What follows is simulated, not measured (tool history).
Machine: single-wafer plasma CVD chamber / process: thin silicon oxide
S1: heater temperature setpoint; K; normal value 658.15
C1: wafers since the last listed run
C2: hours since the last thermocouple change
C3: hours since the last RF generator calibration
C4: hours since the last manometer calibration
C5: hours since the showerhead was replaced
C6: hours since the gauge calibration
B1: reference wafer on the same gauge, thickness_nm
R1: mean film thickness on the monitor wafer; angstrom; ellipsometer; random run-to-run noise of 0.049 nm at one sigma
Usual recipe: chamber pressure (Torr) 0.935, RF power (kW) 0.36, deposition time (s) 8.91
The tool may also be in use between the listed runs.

{"run": 1, "day": 0.0, "S1": 655.15, "chamber pressure (Torr)": 0.935, "RF power (kW)": 0.32, "deposition time (s)": 8.91, "C1": 0, "C2": 1346.5, "C3": 1353, "C4": 639.5, "C5": 2384.1, "C6": 20.4, "B1": 20.2, "R1": 171.71}
{"run": 2, "day": 4.117, "S1": 655.15, "chamber pressure (Torr)": 0.935, "RF power (kW)": 0.32, "deposition time (s)": 8.91, "C1": 5043, "C2": 1445.3, "C3": 1451.8, "C4": 738.3, "C5": 2482.9, "C6": 119.2, "B1": 20.179, "R1": 171.5}
{"day": 4.679, "done": "thermocouple changed; heater temperature recalibrated"}
{"run": 3, "day": 7.246, "S1": 655.15, "chamber pressure (Torr)": 0.935, "RF power (kW)": 0.32, "deposition time (s)": 8.91, "C1": 3425, "C2": 61.6, "C3": 1526.9, "C4": 813.4, "C5": 2558, "C6": 194.3, "B1": 20.179, "R1": 170.77}
{"run": 4, "day": 10.229, "S1": 658.15, "chamber pressure (Torr)": 0.793, "RF power (kW)": 0.36, "deposition time (s)": 8.91, "C1": 3655, "C2": 133.2, "C3": 1598.5, "C4": 885, "C5": 2629.6, "C6": 265.9, "B1": 20.204, "R1": 164.22}
{"run": 5, "day": 12.308, "S1": 658.15, "chamber pressure (Torr)": 0.844, "RF power (kW)": 0.3, "deposition time (s)": 10.41, "C1": 2547, "C2": 183.1, "C3": 1648.4, "C4": 934.9, "C5": 2679.5, "C6": 315.8, "B1": 20.196, "R1": 178.66}
{"run": 6, "day": 15.604, "S1": 658.15, "chamber pressure (Torr)": 0.935, "RF power (kW)": 0.425, "deposition time (s)": 10.22, "C1": 4038, "C2": 262.2, "C3": 1727.5, "C4": 1014, "C5": 2758.6, "C6": 394.9, "B1": 20.2, "R1": 228.38}
{"day": 16.633, "done": "showerhead replaced"}
{"run": 7, "day": 17.533, "S1": 658.15, "chamber pressure (Torr)": 0.811, "RF power (kW)": 0.42, "deposition time (s)": 10.35, "C1": 1955, "C2": 308.5, "C3": 1773.8, "C4": 1060.3, "C5": 21.6, "C6": 441.2, "B1": 20.207, "R1": 209.39}
{"run": 8, "day": 19.258, "S1": 651.15, "chamber pressure (Torr)": 0.751, "RF power (kW)": 0.315, "deposition time (s)": 8.44, "C1": 2113, "C2": 349.9, "C3": 1815.2, "C4": 1101.7, "C5": 63, "C6": 482.6, "B1": 20.195, "R1": 137.53}
{"run": 9, "day": 21.608, "S1": 651.15, "chamber pressure (Torr)": 0.751, "RF power (kW)": 0.315, "deposition time (s)": 8.44, "C1": 2879, "C2": 406.3, "C3": 1871.6, "C4": 1158.1, "C5": 119.4, "C6": 539, "B1": 20.214, "R1": 137.51}
{"run": 10, "day": 26.017, "S1": 658.15, "chamber pressure (Torr)": 0.851, "RF power (kW)": 0.295, "deposition time (s)": 8.91, "C1": 5401, "C2": 512.1, "C3": 1977.4, "C4": 1263.9, "C5": 225.2, "C6": 644.8, "B1": 20.228, "R1": 150.25}
{"run": 11, "day": 29.858, "S1": 670.15, "chamber pressure (Torr)": 0.866, "RF power (kW)": 0.36, "deposition time (s)": 8.91, "C1": 4706, "C2": 604.3, "C3": 2069.6, "C4": 1356.1, "C5": 317.4, "C6": 737, "B1": 20.236, "R1": 170.29}
{"run": 12, "day": 32.771, "S1": 658.15, "chamber pressure (Torr)": 0.935, "RF power (kW)": 0.36, "deposition time (s)": 8.91, "C1": 3568, "C2": 674.2, "C3": 2139.5, "C4": 1426, "C5": 387.3, "C6": 806.9, "B1": 20.203, "R1": 179.25}
{"run": 13, "day": 35.55, "S1": 658.15, "chamber pressure (Torr)": 0.935, "RF power (kW)": 0.36, "deposition time (s)": 8.91, "C1": 3405, "C2": 740.9, "C3": 2206.2, "C4": 1492.7, "C5": 454, "C6": 873.6, "B1": 20.214, "R1": 179.51}
{"day": 36.883, "done": "capacitance manometer re-zeroed and calibrated"}
{"day": 38.788, "done": "RF generator calibrated"}
{"run": 14, "day": 38.808, "S1": 658.15, "chamber pressure (Torr)": 0.759, "RF power (kW)": 0.36, "deposition time (s)": 8.91, "C1": 3175, "C2": 819.1, "C3": 0.5, "C4": 46.2, "C5": 532.2, "C6": 951.8, "B1": 20.184, "R1": 153.25}
{"run": 15, "day": 42.896, "S1": 668.15, "chamber pressure (Torr)": 0.808, "RF power (kW)": 0.335, "deposition time (s)": 7.82, "C1": 5008, "C2": 917.2, "C3": 98.6, "C4": 144.3, "C5": 630.3, "C6": 1049.9, "B1": 20.195, "R1": 132.9}
{"run": 16, "day": 46.325, "S1": 658.15, "chamber pressure (Torr)": 0.935, "RF power (kW)": 0.36, "deposition time (s)": 8.91, "C1": 4201, "C2": 999.5, "C3": 180.9, "C4": 226.6, "C5": 712.6, "C6": 1132.2, "B1": 20.192, "R1": 174.85}
{"run": 17, "day": 50.412, "S1": 658.15, "chamber pressure (Torr)": 0.709, "RF power (kW)": 0.36, "deposition time (s)": 7.44, "C1": 5008, "C2": 1097.6, "C3": 279, "C4": 324.7, "C5": 810.7, "C6": 1230.3, "B1": 20.222, "R1": 121.55}
{"run": 18, "day": 52.592, "S1": 658.15, "chamber pressure (Torr)": 0.935, "RF power (kW)": 0.36, "deposition time (s)": 8.91, "C1": 2670, "C2": 1149.9, "C3": 331.3, "C4": 377, "C5": 863, "C6": 1282.6, "B1": 20.208, "R1": 174.74}
{"run": 19, "day": 56.088, "S1": 658.15, "chamber pressure (Torr)": 1.047, "RF power (kW)": 0.36, "deposition time (s)": 7.96, "C1": 4283, "C2": 1233.8, "C3": 415.2, "C4": 460.9, "C5": 946.9, "C6": 1366.5, "B1": 20.212, "R1": 166.14}
{"run": 20, "day": 59.575, "S1": 658.15, "chamber pressure (Torr)": 0.935, "RF power (kW)": 0.36, "deposition time (s)": 8.91, "C1": 4273, "C2": 1317.5, "C3": 498.9, "C4": 544.6, "C5": 1030.6, "C6": 1450.2, "B1": 20.203, "R1": 174.71}
{"day": 60.117, "done": "RF generator calibrated, repeated, since the last time left the tool worse"}
{"day": 60.138, "done": "thermocouple changed; heater temperature recalibrated"}
{"run": 21, "day": 63.2, "S1": 658.15, "chamber pressure (Torr)": 0.935, "RF power (kW)": 0.43, "deposition time (s)": 8.91, "C1": 4005, "C2": 73.5, "C3": 74, "C4": 631.6, "C5": 1117.6, "C6": 1537.2, "B1": 20.215, "R1": 203.42}
{"run": 22, "day": 64.925, "S1": 658.15, "chamber pressure (Torr)": 0.719, "RF power (kW)": 0.395, "deposition time (s)": 8.91, "C1": 2113, "C2": 114.9, "C3": 115.4, "C4": 673, "C5": 1159, "C6": 1578.6, "B1": 20.196, "R1": 164.1}
{"run": 23, "day": 68.225, "S1": 658.15, "chamber pressure (Torr)": 0.823, "RF power (kW)": 0.36, "deposition time (s)": 8.13, "C1": 4043, "C2": 194.1, "C3": 194.6, "C4": 752.2, "C5": 1238.2, "C6": 1657.8, "B1": 20.202, "R1": 156.24}
{"run": 24, "day": 72.738, "S1": 651.15, "chamber pressure (Torr)": 0.79, "RF power (kW)": 0.405, "deposition time (s)": 9.57, "C1": 5528, "C2": 302.4, "C3": 302.9, "C4": 860.5, "C5": 1346.5, "C6": 1766.1, "B1": 20.196, "R1": 190.65}
{"run": 25, "day": 75.158, "S1": 655.15, "chamber pressure (Torr)": 0.935, "RF power (kW)": 0.32, "deposition time (s)": 8.91, "C1": 2966, "C2": 360.5, "C3": 361, "C4": 918.6, "C5": 1404.6, "C6": 1824.2, "B1": 20.205, "R1": 173.86}
{"run": 26, "day": 78.262, "S1": 651.15, "chamber pressure (Torr)": 0.935, "RF power (kW)": 0.36, "deposition time (s)": 8.91, "C1": 3803, "C2": 435, "C3": 435.5, "C4": 993.1, "C5": 1479.1, "C6": 1898.7, "B1": 20.213, "R1": 185.35}
{"run": 27, "day": 81.962, "S1": 651.15, "chamber pressure (Torr)": 0.935, "RF power (kW)": 0.36, "deposition time (s)": 8.27, "C1": 4533, "C2": 523.8, "C3": 524.3, "C4": 1081.9, "C5": 1567.9, "C6": 1987.5, "B1": 20.183, "R1": 173.74}

Consider 5 possible next runs. They are alternatives, not a sequence: every one starts from the tool as it was left by run 27. What does each give?
{"run": "A", "day": 81.979, "S1": 669.15, "chamber pressure (Torr)": 0.935, "RF power (kW)": 0.36, "deposition time (s)": 8.91, "C1": 20, "C2": 524.2, "C3": 524.7, "C4": 1082.3, "C5": 1568.3, "C6": 1987.9, "B1": "?", "R1": "?"}
{"run": "B", "day": 81.979, "S1": 658.15, "chamber pressure (Torr)": 0.935, "RF power (kW)": 0.39, "deposition time (s)": 7.96, "C1": 20, "C2": 524.2, "C3": 524.7, "C4": 1082.3, "C5": 1568.3, "C6": 1987.9, "B1": "?", "R1": "?"}
{"run": "C", "day": 81.979, "S1": 671.15, "chamber pressure (Torr)": 0.935, "RF power (kW)": 0.36, "deposition time (s)": 8.91, "C1": 20, "C2": 524.2, "C3": 524.7, "C4": 1082.3, "C5": 1568.3, "C6": 1987.9, "B1": "?", "R1": "?"}
{"run": "D", "day": 81.979, "S1": 658.15, "chamber pressure (Torr)": 0.935, "RF power (kW)": 0.36, "deposition time (s)": 10.6, "C1": 20, "C2": 524.2, "C3": 524.7, "C4": 1082.3, "C5": 1568.3, "C6": 1987.9, "B1": "?", "R1": "?"}
{"run": "E", "day": 81.979, "S1": 665.15, "chamber pressure (Torr)": 1.139, "RF power (kW)": 0.3, "deposition time (s)": 9.97, "C1": 20, "C2": 524.2, "C3": 524.7, "C4": 1082.3, "C5": 1568.3, "C6": 1987.9, "B1": "?", "R1": "?"}

run=A B1=20.2 R1=184.08
run=B B1=20.2 R1=172.47
run=C B1=20.2 R1=183.87
run=D B1=20.2 R1=220.3
run=E B1=20.2 R1=206.14
Stripped of hidden state, with their random variation kept, the same runs would have yielded:
run=A R1=184.5
run=B R1=172.86
run=C R1=184.28
run=D R1=220.79
run=E R1=206.71

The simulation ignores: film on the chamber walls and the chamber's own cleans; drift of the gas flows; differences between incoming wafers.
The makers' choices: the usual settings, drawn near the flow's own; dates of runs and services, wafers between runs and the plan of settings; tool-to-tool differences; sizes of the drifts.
